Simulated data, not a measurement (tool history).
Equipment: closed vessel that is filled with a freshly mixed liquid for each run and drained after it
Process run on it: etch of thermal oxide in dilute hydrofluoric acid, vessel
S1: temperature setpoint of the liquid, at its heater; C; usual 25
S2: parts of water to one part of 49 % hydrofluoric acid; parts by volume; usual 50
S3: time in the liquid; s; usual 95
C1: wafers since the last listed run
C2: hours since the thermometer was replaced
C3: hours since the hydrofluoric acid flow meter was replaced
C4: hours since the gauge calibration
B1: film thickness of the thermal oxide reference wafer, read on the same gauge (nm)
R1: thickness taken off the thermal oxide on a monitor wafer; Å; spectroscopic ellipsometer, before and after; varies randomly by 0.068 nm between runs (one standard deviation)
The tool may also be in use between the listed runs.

{"run": 1, "hour": 0.0, "S1": 25, "S2": 55, "S3": 95, "C1": 0, "C2": 203.8, "C3": 842.3, "C4": 37, "B1": 130, "R1": 92.2}
{"run": 2, "hour": 46.6, "S1": 25, "S2": 55, "S3": 95, "C1": 6690, "C2": 250.4, "C3": 888.9, "C4": 83.6, "B1": 130.02, "R1": 92.2}
{"run": 3, "hour": 123.1, "S1": 25, "S2": 50, "S3": 95, "C1": 10983, "C2": 326.9, "C3": 965.4, "C4": 160.1, "B1": 130, "R1": 103.4}
{"run": 4, "hour": 218.7, "S1": 25, "S2": 50, "S3": 95, "C1": 13725, "C2": 422.5, "C3": 1061, "C4": 255.7, "B1": 129.99, "R1": 102.7}
{"run": 5, "hour": 258.4, "S1": 25, "S2": 50, "S3": 95, "C1": 5699, "C2": 462.2, "C3": 1100.7, "C4": 295.4, "B1": 130, "R1": 102.9}
{"run": 6, "hour": 299.0, "S1": 25, "S2": 50, "S3": 95, "C1": 5828, "C2": 502.8, "C3": 1141.3, "C4": 336, "B1": 130, "R1": 104.5}
{"run": 7, "hour": 382.4, "S1": 25, "S2": 50, "S3": 95, "C1": 11973, "C2": 586.2, "C3": 1224.7, "C4": 419.4, "B1": 130, "R1": 104}
{"run": 8, "hour": 424.4, "S1": 25, "S2": 50, "S3": 95, "C1": 6029, "C2": 628.2, "C3": 1266.7, "C4": 461.4, "B1": 130.02, "R1": 104.1}
{"run": 9, "hour": 480.1, "S1": 27.5, "S2": 50, "S3": 110, "C1": 7996, "C2": 683.9, "C3": 1322.4, "C4": 517.1, "B1": 130.01, "R1": 136.1}
{"run": 10, "hour": 559.3, "S1": 27.5, "S2": 50, "S3": 110, "C1": 11370, "C2": 763.1, "C3": 1401.6, "C4": 596.3, "B1": 129.99, "R1": 134.6}
{"run": 11, "hour": 666.0, "S1": 27.5, "S2": 50, "S3": 110, "C1": 15318, "C2": 869.8, "C3": 1508.3, "C4": 703, "B1": 130.01, "R1": 133.9}
{"run": 12, "hour": 758.7, "S1": 22, "S2": 50, "S3": 95, "C1": 13308, "C2": 962.5, "C3": 1601, "C4": 795.7, "B1": 129.98, "R1": 93.1}
{"run": 13, "hour": 840.9, "S1": 25, "S2": 50, "S3": 55, "C1": 11801, "C2": 1044.7, "C3": 1683.2, "C4": 877.9, "B1": 130, "R1": 61.5}
{"run": 14, "hour": 896.1, "S1": 25, "S2": 50, "S3": 95, "C1": 7925, "C2": 1099.9, "C3": 1738.4, "C4": 933.1, "B1": 130, "R1": 106.7}
{"hour": 976.8, "done": "thermometer replaced"}
{"run": 15, "hour": 987.0, "S1": 25, "S2": 50, "S3": 95, "C1": 12906, "C2": 10.2, "C3": 1829.3, "C4": 1024, "B1": 130, "R1": 111.3}
{"run": 16, "hour": 1245.9, "S1": 25, "S2": 50, "S3": 120, "C1": 37170, "C2": 269.1, "C3": 2088.2, "C4": 1282.9, "B1": 130.01, "R1": 144.2}
{"run": 17, "hour": 1310.8, "S1": 25, "S2": 50, "S3": 95, "C1": 9317, "C2": 334, "C3": 2153.1, "C4": 1347.8, "B1": 130.01, "R1": 112.7}
{"hour": 1392.0, "done": "gauge calibrated"}
{"run": 18, "hour": 1411.7, "S1": 25, "S2": 50, "S3": 95, "C1": 14486, "C2": 434.9, "C3": 2254, "C4": 19.7, "B1": 130.01, "R1": 114.4}
{"run": 19, "hour": 1458.0, "S1": 25, "S2": 50, "S3": 110, "C1": 6647, "C2": 481.2, "C3": 2300.3, "C4": 66, "B1": 130.01, "R1": 131.9}
{"hour": 1492.2, "done": "thermometer replaced, repeated, since the last time left the tool worse"}
{"hour": 1495.4, "done": "hydrofluoric acid flow meter replaced"}
{"run": 20, "hour": 1551.0, "S1": 27.5, "S2": 50, "S3": 50, "C1": 13064, "C2": 58.8, "C3": 55.6, "C4": 159, "B1": 130.02, "R1": 59}
{"run": 21, "hour": 1617.3, "S1": 25, "S2": 50, "S3": 95, "C1": 9518, "C2": 125.1, "C3": 121.9, "C4": 225.3, "B1": 130.01, "R1": 101}
{"run": 22, "hour": 1698.7, "S1": 25, "S2": 50, "S3": 95, "C1": 11686, "C2": 206.5, "C3": 203.3, "C4": 306.7, "B1": 130, "R1": 103}
{"run": 23, "hour": 1782.3, "S1": 23.5, "S2": 50, "S3": 95, "C1": 12002, "C2": 290.1, "C3": 286.9, "C4": 390.3, "B1": 130.01, "R1": 95.5}
{"run": 24, "hour": 1851.0, "S1": 25, "S2": 25, "S3": 125, "C1": 9863, "C2": 358.8, "C3": 355.6, "C4": 459, "B1": 130.02, "R1": 280.6}
{"run": 25, "hour": 1949.7, "S1": 28.5, "S2": 35, "S3": 65, "C1": 14170, "C2": 457.5, "C3": 454.3, "C4": 557.7, "B1": 130, "R1": 118.7}
{"run": 26, "hour": 2005.5, "S1": 22, "S2": 60, "S3": 45, "C1": 8011, "C2": 513.3, "C3": 510.1, "C4": 613.5, "B1": 130, "R1": 35.8}
{"run": 27, "hour": 2082.2, "S1": 25, "S2": 50, "S3": 95, "C1": 11011, "C2": 590, "C3": 586.8, "C4": 690.2, "B1": 130, "R1": 104.3}
{"run": 28, "hour": 2365.2, "S1": 21.5, "S2": 50, "S3": 55, "C1": 40630, "C2": 873, "C3": 869.8, "C4": 973.2, "B1": 130.01, "R1": 52.4}
{"run": 29, "hour": 2465.1, "S1": 25, "S2": 50, "S3": 45, "C1": 14342, "C2": 972.9, "C3": 969.7, "C4": 1073.1, "B1": 129.99, "R1": 49.4}
{"run": 30, "hour": 2508.0, "S1": 29.5, "S2": 55, "S3": 40, "C1": 6159, "C2": 1015.8, "C3": 1012.6, "C4": 1116, "B1": 129.99, "R1": 48.6}

For some of the steps in R1 from one run to the next: how much would appear even if the tool had no hidden state, given the settings, what came in and random variation, and how much remains for the hidden state plus any gauge scatter that the measured result and the result without hidden state don't share?
What the log doesn't record here: liquid hotter than its thermometer reads (K); hydrofluoric acid flow below the setpoint (%); gauge reads high (%).
Run 15 -> 16: S3 95 -> 120. R1 +32.9 Å: hidden state +5, all else +27.9.
Run 19 -> 20: S1 25 -> 27.5, S3 110 -> 50, thermometer replaced, repeated, since the last time left the tool worse, hydrofluoric acid flow meter replaced. R1 -72.9 Å: hidden state -15.5, all else -57.4.
Run 23 -> 24: S1 23.5 -> 25, S2 50 -> 25, S3 95 -> 125. R1 +185.1 Å: hidden state +4.8, all else +180.3.
Run 24 -> 25: S1 25 -> 28.5, S2 25 -> 35, S3 125 -> 65. R1 -161.9 Å: hidden state -3.4, all else -158.5.
Run 25 -> 26: S1 28.5 -> 22, S2 35 -> 60, S3 65 -> 45. R1 -82.9 Å: hidden state -2.2, all else -80.7.
